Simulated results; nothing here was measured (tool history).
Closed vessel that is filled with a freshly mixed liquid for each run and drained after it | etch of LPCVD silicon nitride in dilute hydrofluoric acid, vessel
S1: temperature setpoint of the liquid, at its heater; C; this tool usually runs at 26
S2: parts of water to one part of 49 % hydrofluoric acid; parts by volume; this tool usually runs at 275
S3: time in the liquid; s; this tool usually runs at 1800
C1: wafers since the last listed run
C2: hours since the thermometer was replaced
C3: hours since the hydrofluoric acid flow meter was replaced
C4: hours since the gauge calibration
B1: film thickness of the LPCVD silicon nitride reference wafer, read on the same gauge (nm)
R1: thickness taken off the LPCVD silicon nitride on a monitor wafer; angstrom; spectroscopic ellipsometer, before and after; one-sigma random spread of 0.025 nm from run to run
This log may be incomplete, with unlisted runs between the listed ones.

| run | hour | S1 | S2 | S3 | C1 | C2 | C3 | C4 | B1 | R1 |
|---|---|---|---|---|---|---|---|---|---|---|
| 1 | 0 | 26 | 385 | 2210 | 0 | 1655.6 | 1125.9 | 218.3 | 129.987 | 35.32 |
| 2 | 14.8 | 26 | 275 | 2450 | 734 | 1670.4 | 1140.7 | 233.1 | 130.026 | 54.17 |
| 3 | 26.4 | 26 | 275 | 2450 | 575 | 1682 | 1152.3 | 244.7 | 129.973 | 55.29 |
| 4 | 39.9 | 26 | 275 | 1800 | 669 | 1695.5 | 1165.8 | 258.2 | 130.008 | 40.33 |
| 5 | 49.5 | 26 | 275 | 1800 | 476 | 1705.1 | 1175.4 | 267.8 | 129.985 | 40.41 |
| 6 | 66.3 | 26 | 275 | 1800 | 833 | 1721.9 | 1192.2 | 284.6 | 130.069 | 40.06 |
| 7 | 73.3 | 26 | 275 | 1800 | 347 | 1728.9 | 1199.2 | 291.6 | 129.963 | 40.37 |
| 8 | 79.3 | 26 | 275 | 1800 | 297 | 1734.9 | 1205.2 | 297.6 | 130.019 | 40.41 |
| 9 | 93.4 | 26 | 275 | 1800 | 699 | 1749 | 1219.3 | 311.7 | 129.984 | 40.73 |
| 10 | 108.4 | 26 | 275 | 1800 | 744 | 1764 | 1234.3 | 326.7 | 129.978 | 40.36 |
| 11 | 122.9 | 26 | 275 | 2085 | 719 | 1778.5 | 1248.8 | 341.2 | 129.978 | 47.25 |
| 12 | 130.4 | 26 | 275 | 2085 | 372 | 1786 | 1256.3 | 348.7 | 129.986 | 47.16 |
|  | 135.7 | thermometer replaced |
| 13 | 146.5 | 28.5 | 275 | 2260 | 749 | 10.8 | 1272.4 | 364.8 | 130.03 | 59.35 |
| 14 | 163.7 | 28.5 | 275 | 2260 | 853 | 28 | 1289.6 | 382 | 130.033 | 59.16 |
| 15 | 171.7 | 28.5 | 275 | 2260 | 396 | 36 | 1297.6 | 390 | 130.007 | 59.65 |
| 16 | 181.6 | 21.5 | 275 | 1800 | 491 | 45.9 | 1307.5 | 399.9 | 130.03 | 30.43 |
| 17 | 188.1 | 29 | 275 | 1800 | 322 | 52.4 | 1314 | 406.4 | 130.001 | 49.08 |
| 18 | 195.5 | 23.5 | 360 | 1800 | 367 | 59.8 | 1321.4 | 413.8 | 130.015 | 27.02 |
| 19 | 203.9 | 26 | 175 | 2185 | 416 | 68.2 | 1329.8 | 422.2 | 129.991 | 77.82 |
| 20 | 218.8 | 30 | 345 | 1260 | 739 | 83.1 | 1344.7 | 437.1 | 130.01 | 28.95 |
| 21 | 226 | 26 | 360 | 1245 | 357 | 90.3 | 1351.9 | 444.3 | 129.981 | 21.32 |
| 22 | 239.3 | 28.5 | 400 | 1800 | 659 | 103.6 | 1365.2 | 457.6 | 130.002 | 32.42 |
|  | 241 | hydrofluoric acid flow meter replaced |
|  | 252.3 | gauge calibrated |
| 23 | 253.7 | 26 | 275 | 2450 | 664 | 118 | 12.7 | 1.4 | 129.95 | 50.86 |
| 24 | 291.5 | 26 | 400 | 1050 | 1875 | 155.8 | 50.5 | 39.2 | 130.018 | 14.93 |
| 25 | 305.5 | 26 | 230 | 2375 | 694 | 169.8 | 64.5 | 53.2 | 130.021 | 58.29 |
| 26 | 316.1 | 26 | 275 | 1800 | 526 | 180.4 | 75.1 | 63.8 | 129.99 | 37.4 |
| 27 | 329.4 | 30.5 | 185 | 2395 | 659 | 193.7 | 88.4 | 77.1 | 129.95 | 97.42 |
| 28 | 336.2 | 22.5 | 215 | 2795 | 337 | 200.5 | 95.2 | 83.9 | 130.003 | 59.67 |
| 29 | 346.9 | 30.5 | 235 | 2170 | 530 | 211.2 | 105.9 | 94.6 | 130.036 | 68.86 |
| 30 | 361.3 | 26 | 275 | 1800 | 714 | 225.6 | 120.3 | 109 | 130.026 | 37.28 |
| 31 | 369.8 | 26 | 275 | 940 | 421 | 234.1 | 128.8 | 117.5 | 129.971 | 19.51 |
| 32 | 386.2 | 28.5 | 400 | 1800 | 813 | 250.5 | 145.2 | 133.9 | 130.024 | 29.5 |

Selected run-to-run steps in R1, each split into two signed amounts: the part the tool would show with no hidden state at all (from settings, incoming material and random variation), and the remainder, which goes to the hidden state together with any gauge scatter not common to the measured and the hidden-state-free results:
What the log doesn't record here: liquid colder than its thermometer reads (K); hydrofluoric acid flow above the setpoint (%); gauge reads high (%).
Run 18 -> 19: S1 23.5 -> 26, S2 360 -> 175, S3 1800 -> 2185. R1 +50.8 angstrom: hidden state +4.97, all else +45.83.
Run 19 -> 20: S1 26 -> 30, S2 175 -> 345, S3 2185 -> 1260. R1 -48.87 angstrom: hidden state -4.63, all else -44.24.
Run 22 -> 23: S1 28.5 -> 26, S2 400 -> 275, S3 1800 -> 2450, hydrofluoric acid flow meter replaced, gauge calibrated. R1 +18.44 angstrom: hidden state -3.02, all else +21.46.
Run 26 -> 27: S1 26 -> 30.5, S2 275 -> 185, S3 1800 -> 2395. R1 +60.02 angstrom: hidden state +0.7, all else +59.32.
